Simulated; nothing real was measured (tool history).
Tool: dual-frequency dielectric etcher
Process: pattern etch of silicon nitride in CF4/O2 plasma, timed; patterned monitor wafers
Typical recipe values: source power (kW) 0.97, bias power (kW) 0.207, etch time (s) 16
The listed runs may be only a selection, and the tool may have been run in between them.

| run | hour | source power (kW) | bias power (kW) | etch time (s) | wafers since the last listed run | hours since the last wet clean | hours since the last source power generator calibration | hours since the last bias power generator calibration | hours since the last upper electrode change | hours since the gauge calibration | read-back reference wafer on the same gauge, depth_nm | mean etch depth across the wafer (Å) |
|---|---|---|---|---|---|---|---|---|---|---|---|---|
| 1 | 0 | 0.92 | 0.207 | 16 | 0 | 244.8 | 4235.6 | 2966.4 | 27.3 | 300.7 | 51.6 | 598 |
| 2 | 12.4 | 0.92 | 0.207 | 16 | 294 | 257.2 | 4248 | 2978.8 | 39.7 | 313.1 | 51.6 | 596 |
| 3 | 29.5 | 0.97 | 0.207 | 16 | 405 | 274.3 | 4265.1 | 2995.9 | 56.8 | 330.2 | 51.6 | 623 |
| 4 | 38.8 | 0.97 | 0.207 | 16 | 220 | 283.6 | 4274.4 | 3005.2 | 66.1 | 339.5 | 51.6 | 620 |
| 5 | 46.5 | 0.97 | 0.207 | 16 | 182 | 291.3 | 4282.1 | 3012.9 | 73.8 | 347.2 | 51.6 | 621 |
| 6 | 57.7 | 0.97 | 0.19 | 16 | 265 | 302.5 | 4293.3 | 3024.1 | 85 | 358.4 | 51.6 | 604 |
|  | 86 | wet clean of the chamber |
| 7 | 86.5 | 0.97 | 0.19 | 16 | 113 | 0.5 | 4322.1 | 3052.9 | 113.8 | 387.2 | 51.6 | 609 |
| 8 | 116.4 | 0.97 | 0.207 | 16 | 709 | 30.4 | 4352 | 3082.8 | 143.7 | 417.1 | 51.6 | 627 |
|  | 120.5 | bias power generator calibrated |
| 9 | 131.6 | 0.92 | 0.207 | 16 | 265 | 45.6 | 4367.2 | 11.1 | 158.9 | 432.3 | 51.6 | 596 |
| 10 | 147.4 | 1.14 | 0.238 | 16 | 374 | 61.4 | 4383 | 26.9 | 174.7 | 448.1 | 51.6 | 741 |
|  | 152.9 | gauge calibrated |
| 11 | 161.9 | 0.81 | 0.159 | 19.5 | 343 | 75.9 | 4397.5 | 41.4 | 189.2 | 9 | 51.6 | 611 |
| 12 | 172.3 | 0.97 | 0.207 | 16 | 246 | 86.3 | 4407.9 | 51.8 | 199.6 | 19.4 | 51.6 | 623 |
| 13 | 186.1 | 0.97 | 0.223 | 16 | 327 | 100.1 | 4421.7 | 65.6 | 213.4 | 33.2 | 51.6 | 637 |
|  | 197.1 | source power generator calibrated |
| 14 | 202.4 | 0.97 | 0.18 | 16 | 291 | 116.4 | 5.3 | 81.9 | 229.7 | 49.5 | 51.6 | 595 |
| 15 | 217.6 | 1.11 | 0.207 | 16 | 360 | 131.6 | 20.5 | 97.1 | 244.9 | 64.7 | 51.6 | 692 |
| 16 | 224.4 | 0.97 | 0.257 | 14 | 161 | 138.4 | 27.3 | 103.9 | 251.7 | 71.5 | 51.6 | 582 |
| 17 | 240.2 | 0.92 | 0.207 | 16 | 374 | 154.2 | 43.1 | 119.7 | 267.5 | 87.3 | 51.6 | 595 |
| 18 | 256.1 | 1.12 | 0.207 | 16 | 377 | 170.1 | 59 | 135.6 | 283.4 | 103.2 | 51.6 | 696 |
| 19 | 297.7 | 0.97 | 0.239 | 14.5 | 986 | 211.7 | 100.6 | 177.2 | 325 | 144.8 | 51.6 | 589 |
| 20 | 307.4 | 0.97 | 0.207 | 16 | 230 | 221.4 | 110.3 | 186.9 | 334.7 | 154.5 | 51.6 | 617 |
| 21 | 320.4 | 1.1 | 0.253 | 19 | 308 | 234.4 | 123.3 | 199.9 | 347.7 | 167.5 | 51.6 | 865 |
| 22 | 333.1 | 1.07 | 0.244 | 21 | 301 | 247.1 | 136 | 212.6 | 360.4 | 180.2 | 51.6 | 924 |
| 23 | 350 | 0.97 | 0.207 | 19 | 400 | 264 | 152.9 | 229.5 | 377.3 | 197.1 | 51.6 | 736 |
| 24 | 362.1 | 0.97 | 0.207 | 16 | 286 | 276.1 | 165 | 241.6 | 389.4 | 209.2 | 51.6 | 619 |
| 25 | 378.4 | 0.97 | 0.207 | 16 | 386 | 292.4 | 181.3 | 257.9 | 405.7 | 225.5 | 51.6 | 616 |
| 26 | 393.8 | 0.97 | 0.207 | 12 | 365 | 307.8 | 196.7 | 273.3 | 421.1 | 240.9 | 51.6 | 463 |
| 27 | 403 | 1.14 | 0.207 | 16 | 218 | 317 | 205.9 | 282.5 | 430.3 | 250.1 | 51.6 | 700 |
| 28 | 410.5 | 1.07 | 0.207 | 12 | 177 | 324.5 | 213.4 | 290 | 437.8 | 257.6 | 51.6 | 500 |
| 29 | 424.4 | 0.92 | 0.207 | 16 | 329 | 338.4 | 227.3 | 303.9 | 451.7 | 271.5 | 51.6 | 588 |
| 30 | 431.3 | 0.85 | 0.207 | 16 | 163 | 345.3 | 234.2 | 310.8 | 458.6 | 278.4 | 51.6 | 555 |
|  | 464.4 | wet clean of the chamber |
| 31 | 464.9 | 0.79 | 0.242 | 16 | 227 | 0.5 | 267.8 | 344.4 | 492.2 | 312 | 51.6 | 562 |

Entry by entry between the runs, the difference in hidden state between the last listed run before and the first listed run after:
In the gap between runs 6 and 7: wet clean of the chamber (hour 86)
  etch rate over this chamber's usual, %: -0.889 -> -0.0282
  measured result minus the result with no hidden state, mean etch depth across the wafer (Å): -5 -> -1
In the gap between runs 8 and 9: bias power generator calibrated (hour 120.5)
  etch rate over this chamber's usual, %: -0.157 -> -0.222
  measured result minus the result with no hidden state, mean etch depth across the wafer (Å): -1 -> -2
In the gap between runs 10 and 11: gauge calibrated (hour 152.9)
  etch rate over this chamber's usual, %: -0.291 -> -0.353
  measured result minus the result with no hidden state, mean etch depth across the wafer (Å): -2 -> -2
In the gap between runs 13 and 14: source power generator calibrated (hour 197.1)
  etch rate over this chamber's usual, %: -0.457 -> -0.527
  measured result minus the result with no hidden state, mean etch depth across the wafer (Å): -3 -> -4
In the gap between runs 30 and 31: wet clean of the chamber (hour 464.4)
  etch rate over this chamber's usual, %: -1.51 -> -0.077
  measured result minus the result with no hidden state, mean etch depth across the wafer (Å): -8 -> -1

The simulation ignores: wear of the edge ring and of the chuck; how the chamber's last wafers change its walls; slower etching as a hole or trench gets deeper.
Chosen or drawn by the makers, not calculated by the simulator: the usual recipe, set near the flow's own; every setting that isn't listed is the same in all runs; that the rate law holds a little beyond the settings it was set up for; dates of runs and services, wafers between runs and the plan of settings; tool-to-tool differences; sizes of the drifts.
